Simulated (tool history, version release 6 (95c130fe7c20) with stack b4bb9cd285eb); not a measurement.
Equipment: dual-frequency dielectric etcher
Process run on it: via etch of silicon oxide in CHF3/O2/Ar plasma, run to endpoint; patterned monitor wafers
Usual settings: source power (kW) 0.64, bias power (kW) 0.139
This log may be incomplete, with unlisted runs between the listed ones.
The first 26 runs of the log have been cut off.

| run | hour | source power (kW) | bias power (kW) | wafers since the last listed run | hours since the last wet clean | hours since the last source power generator calibration | hours since the last bias power generator calibration | hours since the last upper electrode change | incoming incoming film thickness, nm | endpoint time (s) |
|---|---|---|---|---|---|---|---|---|---|---|
| 27 | 1378.7 | 0.64 | 0.139 | 844 | 382.6 | 582.6 | 792 | 881.9 | 795 | 450.2 |
| 28 | 1414.2 | 0.73 | 0.151 | 144 | 418.1 | 618.1 | 827.5 | 917.4 | 793.8 | 414.9 |
|  | 1453.2 | wet clean of the chamber |
| 29 | 1453.7 | 0.72 | 0.159 | 63 | 0.5 | 657.6 | 867 | 956.9 | 798.2 | 411.9 |
| 30 | 1499.1 | 0.64 | 0.139 | 184 | 45.9 | 703 | 912.4 | 1002.3 | 791.2 | 461.4 |
| 31 | 1633.9 | 0.52 | 0.162 | 548 | 180.7 | 837.8 | 1047.2 | 1137.1 | 793.7 | 473.3 |
| 32 | 1689.9 | 0.54 | 0.118 | 227 | 236.7 | 893.8 | 1103.2 | 1193.1 | 793 | 521.2 |
| 33 | 1729.1 | 0.74 | 0.11 | 159 | 275.9 | 933 | 1142.4 | 1232.3 | 794.4 | 467.9 |
| 34 | 1783.5 | 0.52 | 0.118 | 221 | 330.3 | 987.4 | 1196.8 | 1286.7 | 795.3 | 531.7 |
| 35 | 1821.8 | 0.49 | 0.139 | 155 | 368.6 | 1025.7 | 1235.1 | 1325 | 796.9 | 512.3 |
|  | 1884 | wet clean of the chamber |
| 36 | 1884.5 | 0.64 | 0.139 | 157 | 0.5 | 1088.4 | 1297.8 | 1387.7 | 791.1 | 451.3 |

What if the next run were any one of these 3? Each begins from the tool's condition after run 36:
| A | 1885 | 0.64 | 0.139 | 2 | 1 | 1088.9 | 1298.3 | 1388.2 | 794.2 | ? |
| B | 1885 | 0.75 | 0.115 | 2 | 1 | 1088.9 | 1298.3 | 1388.2 | 794.2 | ? |
| C | 1885 | 0.71 | 0.156 | 2 | 1 | 1088.9 | 1298.3 | 1388.2 | 794.2 | ? |

| run | endpoint time (s) |
|---|---|
| A | 454 |
| B | 454.7 |
| C | 416.5 |
Without the tool's hidden state the same runs would have given:
| run | endpoint time (s) |
|---|---|
| A | 454 |
| B | 454.7 |
| C | 416.5 |

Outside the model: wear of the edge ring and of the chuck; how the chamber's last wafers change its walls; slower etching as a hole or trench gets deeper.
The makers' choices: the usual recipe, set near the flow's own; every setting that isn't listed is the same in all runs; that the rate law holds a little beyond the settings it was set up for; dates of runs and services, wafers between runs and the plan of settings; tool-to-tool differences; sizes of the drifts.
